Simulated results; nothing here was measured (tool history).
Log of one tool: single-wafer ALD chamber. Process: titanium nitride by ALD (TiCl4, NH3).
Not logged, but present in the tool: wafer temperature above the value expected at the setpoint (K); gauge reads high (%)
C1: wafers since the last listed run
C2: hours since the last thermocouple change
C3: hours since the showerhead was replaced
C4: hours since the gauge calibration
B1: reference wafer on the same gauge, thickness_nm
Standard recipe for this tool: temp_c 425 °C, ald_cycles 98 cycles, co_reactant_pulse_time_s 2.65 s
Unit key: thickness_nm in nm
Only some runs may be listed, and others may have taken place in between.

run 1 day=0.000 | temp_c=425 ald_cycles=98 co_reactant_pulse_time_s=2.65 | C1=0 C2=2757.5 C3=4438.0 C4=310.8 | B1=2.489 | thickness_nm=2.237
run 2 day=0.671 | temp_c=425 ald_cycles=98 co_reactant_pulse_time_s=2.65 | C1=24 C2=2773.6 C3=4454.1 C4=326.9 | B1=2.491 | thickness_nm=2.230
run 3 day=1.162 | temp_c=425 ald_cycles=104 co_reactant_pulse_time_s=2.65 | C1=18 C2=2785.4 C3=4465.9 C4=338.7 | B1=2.489 | thickness_nm=2.372
run 4 day=1.529 | temp_c=425 ald_cycles=104 co_reactant_pulse_time_s=2.65 | C1=13 C2=2794.2 C3=4474.7 C4=347.5 | B1=2.489 | thickness_nm=2.370
run 5 day=2.212 | temp_c=425 ald_cycles=104 co_reactant_pulse_time_s=2.65 | C1=25 C2=2810.6 C3=4491.1 C4=363.9 | B1=2.490 | thickness_nm=2.374
run 6 day=2.546 | temp_c=425 ald_cycles=98 co_reactant_pulse_time_s=2.65 | C1=12 C2=2818.6 C3=4499.1 C4=371.9 | B1=2.489 | thickness_nm=2.239
run 7 day=3.262 | temp_c=425 ald_cycles=98 co_reactant_pulse_time_s=2.65 | C1=26 C2=2835.8 C3=4516.3 C4=389.1 | B1=2.491 | thickness_nm=2.242
run 8 day=3.746 | temp_c=425 ald_cycles=98 co_reactant_pulse_time_s=2.65 | C1=17 C2=2847.4 C3=4527.9 C4=400.7 | B1=2.491 | thickness_nm=2.249
run 9 day=4.462 | temp_c=425 ald_cycles=98 co_reactant_pulse_time_s=2.65 | C1=26 C2=2864.6 C3=4545.1 C4=417.9 | B1=2.489 | thickness_nm=2.238
run 10 day=5.129 | temp_c=425 ald_cycles=98 co_reactant_pulse_time_s=2.65 | C1=24 C2=2880.6 C3=4561.1 C4=433.9 | B1=2.489 | thickness_nm=2.232
run 11 day=5.554 | temp_c=425 ald_cycles=98 co_reactant_pulse_time_s=2.65 | C1=15 C2=2890.8 C3=4571.3 C4=444.1 | B1=2.491 | thickness_nm=2.239
run 12 day=5.900 | temp_c=425 ald_cycles=98 co_reactant_pulse_time_s=2.65 | C1=12 C2=2899.1 C3=4579.6 C4=452.4 | B1=2.490 | thickness_nm=2.242
-- day=6.004 gauge calibrated
-- day=6.300 showerhead replaced
run 13 day=6.425 | temp_c=425 ald_cycles=98 co_reactant_pulse_time_s=2.65 | C1=7 C2=2911.7 C3=3.0 C4=10.1 | B1=2.490 | thickness_nm=2.243
run 14 day=6.712 | temp_c=425 ald_cycles=98 co_reactant_pulse_time_s=2.65 | C1=10 C2=2918.6 C3=9.9 C4=17.0 | B1=2.490 | thickness_nm=2.239
run 15 day=6.975 | temp_c=425 ald_cycles=98 co_reactant_pulse_time_s=2.65 | C1=9 C2=2924.9 C3=16.2 C4=23.3 | B1=2.492 | thickness_nm=2.234
run 16 day=7.679 | temp_c=425 ald_cycles=98 co_reactant_pulse_time_s=2.65 | C1=26 C2=2941.8 C3=33.1 C4=40.2 | B1=2.489 | thickness_nm=2.232
run 17 day=8.371 | temp_c=437 ald_cycles=105 co_reactant_pulse_time_s=3.34 | C1=25 C2=2958.4 C3=49.7 C4=56.8 | B1=2.490 | thickness_nm=2.408
run 18 day=8.717 | temp_c=425 ald_cycles=98 co_reactant_pulse_time_s=2.65 | C1=12 C2=2966.7 C3=58.0 C4=65.1 | B1=2.492 | thickness_nm=2.246
run 19 day=9.271 | temp_c=425 ald_cycles=98 co_reactant_pulse_time_s=2.21 | C1=20 C2=2980.0 C3=71.3 C4=78.4 | B1=2.490 | thickness_nm=2.222
-- day=10.171 thermocouple changed; heater temperature recalibrated
run 20 day=10.192 | temp_c=419 ald_cycles=98 co_reactant_pulse_time_s=2.65 | C1=21 C2=0.5 C3=93.4 C4=100.5 | B1=2.490 | thickness_nm=2.237
run 21 day=10.671 | temp_c=413 ald_cycles=105 co_reactant_pulse_time_s=1.68 | C1=17 C2=12.0 C3=104.9 C4=112.0 | B1=2.490 | thickness_nm=2.329
run 22 day=11.412 | temp_c=421 ald_cycles=82 co_reactant_pulse_time_s=2.65 | C1=27 C2=29.8 C3=122.7 C4=129.8 | B1=2.489 | thickness_nm=1.873
run 23 day=11.750 | temp_c=431 ald_cycles=113 co_reactant_pulse_time_s=1.93 | C1=12 C2=37.9 C3=130.8 C4=137.9 | B1=2.489 | thickness_nm=2.550
run 24 day=12.042 | temp_c=431 ald_cycles=113 co_reactant_pulse_time_s=1.93 | C1=10 C2=44.9 C3=137.8 C4=144.9 | B1=2.489 | thickness_nm=2.557
run 25 day=12.788 | temp_c=425 ald_cycles=116 co_reactant_pulse_time_s=3.49 | C1=27 C2=62.8 C3=155.7 C4=162.8 | B1=2.490 | thickness_nm=2.667
run 26 day=13.279 | temp_c=430 ald_cycles=98 co_reactant_pulse_time_s=2.65 | C1=18 C2=74.6 C3=167.5 C4=174.6 | B1=2.490 | thickness_nm=2.237
run 27 day=13.625 | temp_c=425 ald_cycles=80 co_reactant_pulse_time_s=3.16 | C1=12 C2=82.9 C3=175.8 C4=182.9 | B1=2.490 | thickness_nm=1.831
run 28 day=14.204 | temp_c=440 ald_cycles=85 co_reactant_pulse_time_s=2.65 | C1=21 C2=96.8 C3=189.7 C4=196.8 | B1=2.489 | thickness_nm=1.939
run 29 day=14.492 | temp_c=425 ald_cycles=98 co_reactant_pulse_time_s=2.65 | C1=10 C2=103.7 C3=196.6 C4=203.7 | B1=2.493 | thickness_nm=2.230
run 30 day=15.179 | temp_c=432 ald_cycles=116 co_reactant_pulse_time_s=3.41 | C1=25 C2=120.2 C3=213.1 C4=220.2 | B1=2.489 | thickness_nm=2.670
run 31 day=15.629 | temp_c=425 ald_cycles=111 co_reactant_pulse_time_s=2.65 | C1=16 C2=131.0 C3=223.9 C4=231.0 | B1=2.489 | thickness_nm=2.535
run 32 day=16.712 | temp_c=417 ald_cycles=98 co_reactant_pulse_time_s=2.65 | C1=40 C2=157.0 C3=249.9 C4=257.0 | B1=2.490 | thickness_nm=2.245
run 33 day=18.812 | temp_c=431 ald_cycles=88 co_reactant_pulse_time_s=2.65 | C1=77 C2=207.4 C3=300.3 C4=307.4 | B1=2.489 | thickness_nm=2.003

State the hidden condition of the tool at each of the runs:
wafer temperature above the value expected at the setpoint (K): 0 in every run
gauge reads high (%): 0 in every run
